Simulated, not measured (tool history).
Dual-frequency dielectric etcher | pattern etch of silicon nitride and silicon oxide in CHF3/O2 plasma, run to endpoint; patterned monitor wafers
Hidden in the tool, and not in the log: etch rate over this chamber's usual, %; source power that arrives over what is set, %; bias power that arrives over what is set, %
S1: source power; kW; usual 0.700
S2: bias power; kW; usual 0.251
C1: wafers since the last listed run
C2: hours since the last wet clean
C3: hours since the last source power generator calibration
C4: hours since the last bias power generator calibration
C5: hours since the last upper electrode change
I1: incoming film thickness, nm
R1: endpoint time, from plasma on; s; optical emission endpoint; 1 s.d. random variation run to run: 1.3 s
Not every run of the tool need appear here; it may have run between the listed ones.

run 1 hour=0.0 | S1=0.700 S2=0.251 | C1=0 C2=115.3 C3=1916.5 C4=2187.7 C5=3707.6 | I1=264.9 | R1=159.0
run 2 hour=38.8 | S1=0.700 S2=0.251 | C1=302 C2=154.1 C3=1955.3 C4=2226.5 C5=3746.4 | I1=265.4 | R1=156.2
run 3 hour=89.7 | S1=0.700 S2=0.251 | C1=396 C2=205.0 C3=2006.2 C4=2277.4 C5=3797.3 | I1=263.7 | R1=158.0
run 4 hour=173.5 | S1=0.700 S2=0.251 | C1=653 C2=288.8 C3=2090.0 C4=2361.2 C5=3881.1 | I1=263.3 | R1=155.8
run 5 hour=250.5 | S1=0.700 S2=0.251 | C1=600 C2=365.8 C3=2167.0 C4=2438.2 C5=3958.1 | I1=263.5 | R1=157.9
run 6 hour=299.5 | S1=0.700 S2=0.251 | C1=381 C2=414.8 C3=2216.0 C4=2487.2 C5=4007.1 | I1=264.8 | R1=160.2
run 7 hour=362.4 | S1=0.700 S2=0.251 | C1=490 C2=477.7 C3=2278.9 C4=2550.1 C5=4070.0 | I1=263.7 | R1=158.6
run 8 hour=423.8 | S1=0.660 S2=0.251 | C1=478 C2=539.1 C3=2340.3 C4=2611.5 C5=4131.4 | I1=263.1 | R1=161.9
-- hour=595.7 wet clean of the chamber
run 9 hour=741.3 | S1=0.660 S2=0.251 | C1=2287 C2=145.6 C3=2657.8 C4=2929.0 C5=4448.9 | I1=264.6 | R1=167.3
run 10 hour=829.2 | S1=0.660 S2=0.251 | C1=685 C2=233.5 C3=2745.7 C4=3016.9 C5=4536.8 | I1=264.0 | R1=161.8
-- hour=886.2 source power generator calibrated
run 11 hour=894.0 | S1=0.700 S2=0.251 | C1=473 C2=298.3 C3=7.8 C4=3081.7 C5=4601.6 | I1=260.8 | R1=155.7
run 12 hour=988.8 | S1=0.700 S2=0.251 | C1=738 C2=393.1 C3=102.6 C4=3176.5 C5=4696.4 | I1=265.3 | R1=155.1
run 13 hour=1050.7 | S1=0.700 S2=0.251 | C1=482 C2=455.0 C3=164.5 C4=3238.4 C5=4758.3 | I1=263.5 | R1=153.8
run 14 hour=1148.8 | S1=0.600 S2=0.251 | C1=764 C2=553.1 C3=262.6 C4=3336.5 C5=4856.4 | I1=264.8 | R1=167.9
-- hour=1276.0 wet clean of the chamber
run 15 hour=1276.5 | S1=0.700 S2=0.227 | C1=808 C2=0.5 C3=390.3 C4=3464.2 C5=4984.1 | I1=266.0 | R1=160.0
run 16 hour=1323.4 | S1=0.600 S2=0.301 | C1=365 C2=47.4 C3=437.2 C4=3511.1 C5=5031.0 | I1=263.3 | R1=153.7
run 17 hour=1360.2 | S1=0.550 S2=0.289 | C1=286 C2=84.2 C3=474.0 C4=3547.9 C5=5067.8 | I1=264.2 | R1=167.3
run 18 hour=1426.6 | S1=0.870 S2=0.291 | C1=517 C2=150.6 C3=540.4 C4=3614.3 C5=5134.2 | I1=263.1 | R1=129.4
run 19 hour=1477.6 | S1=0.700 S2=0.251 | C1=397 C2=201.6 C3=591.4 C4=3665.3 C5=5185.2 | I1=264.6 | R1=155.6
run 20 hour=1531.2 | S1=0.620 S2=0.251 | C1=417 C2=255.2 C3=645.0 C4=3718.9 C5=5238.8 | I1=265.8 | R1=163.8
run 21 hour=1593.3 | S1=0.870 S2=0.194 | C1=483 C2=317.3 C3=707.1 C4=3781.0 C5=5300.9 | I1=265.0 | R1=153.0
-- hour=1683.2 bias power generator calibrated
run 22 hour=1711.3 | S1=0.840 S2=0.251 | C1=888 C2=435.3 C3=825.1 C4=28.1 C5=5418.9 | I1=265.0 | R1=142.1
run 23 hour=1774.1 | S1=0.520 S2=0.280 | C1=489 C2=498.1 C3=887.9 C4=90.9 C5=5481.7 | I1=266.0 | R1=175.6
run 24 hour=1825.8 | S1=0.610 S2=0.251 | C1=402 C2=549.8 C3=939.6 C4=142.6 C5=5533.4 | I1=264.6 | R1=167.9
-- hour=1932.7 upper electrode replaced
-- hour=1996.8 wet clean of the chamber
run 25 hour=2059.6 | S1=0.770 S2=0.216 | C1=1448 C2=62.8 C3=1173.4 C4=376.4 C5=126.9 | I1=263.1 | R1=155.0
run 26 hour=2120.0 | S1=0.700 S2=0.286 | C1=470 C2=123.2 C3=1233.8 C4=436.8 C5=187.3 | I1=264.6 | R1=149.8
run 27 hour=2170.4 | S1=0.700 S2=0.251 | C1=392 C2=173.6 C3=1284.2 C4=487.2 C5=237.7 | I1=265.7 | R1=156.6
run 28 hour=2271.9 | S1=0.530 S2=0.286 | C1=791 C2=275.1 C3=1385.7 C4=588.7 C5=339.2 | I1=264.9 | R1=170.7
run 29 hour=2364.0 | S1=0.870 S2=0.291 | C1=717 C2=367.2 C3=1477.8 C4=680.8 C5=431.3 | I1=262.9 | R1=131.6
run 30 hour=2432.3 | S1=0.700 S2=0.251 | C1=532 C2=435.5 C3=1546.1 C4=749.1 C5=499.6 | I1=263.5 | R1=152.7
run 31 hour=2473.0 | S1=0.640 S2=0.221 | C1=317 C2=476.2 C3=1586.8 C4=789.8 C5=540.3 | I1=264.4 | R1=171.7
run 32 hour=2524.8 | S1=0.870 S2=0.306 | C1=403 C2=528.0 C3=1638.6 C4=841.6 C5=592.1 | I1=260.5 | R1=128.0
run 33 hour=2617.0 | S1=0.700 S2=0.297 | C1=718 C2=620.2 C3=1730.8 C4=933.8 C5=684.3 | I1=263.5 | R1=146.2
run 34 hour=2673.7 | S1=0.700 S2=0.270 | C1=441 C2=676.9 C3=1787.5 C4=990.5 C5=741.0 | I1=263.0 | R1=151.1
run 35 hour=2727.7 | S1=0.700 S2=0.219 | C1=420 C2=730.9 C3=1841.5 C4=1044.5 C5=795.0 | I1=260.3 | R1=161.8

Pick out some run-to-run changes in R1. Of each, how much would a tool without hidden state show as well, from the settings, what came in and chance, and how much is left for the hidden state and any gauge scatter not in both results compared?
Run 8 -> 9: wet clean of the chamber. R1 +5.4 s: hidden state +1.1, all else +4.3.
Run 10 -> 11: S1 0.660 -> 0.700, source power generator calibrated. R1 -6.1 s: hidden state -4.4, all else -1.7.
Run 17 -> 18: S1 0.550 -> 0.870, S2 0.289 -> 0.291. R1 -37.9 s: hidden state -0.1, all else -37.8.
Run 28 -> 29: S1 0.530 -> 0.870, S2 0.286 -> 0.291. R1 -39.1 s: hidden state -0.2, all else -38.9.
Run 29 -> 30: S1 0.870 -> 0.700, S2 0.291 -> 0.251. R1 +21.1 s: hidden state +0.4, all else +20.7.
Run 31 -> 32: S1 0.640 -> 0.870, S2 0.221 -> 0.306. R1 -43.7 s: hidden state -0.3, all else -43.4.

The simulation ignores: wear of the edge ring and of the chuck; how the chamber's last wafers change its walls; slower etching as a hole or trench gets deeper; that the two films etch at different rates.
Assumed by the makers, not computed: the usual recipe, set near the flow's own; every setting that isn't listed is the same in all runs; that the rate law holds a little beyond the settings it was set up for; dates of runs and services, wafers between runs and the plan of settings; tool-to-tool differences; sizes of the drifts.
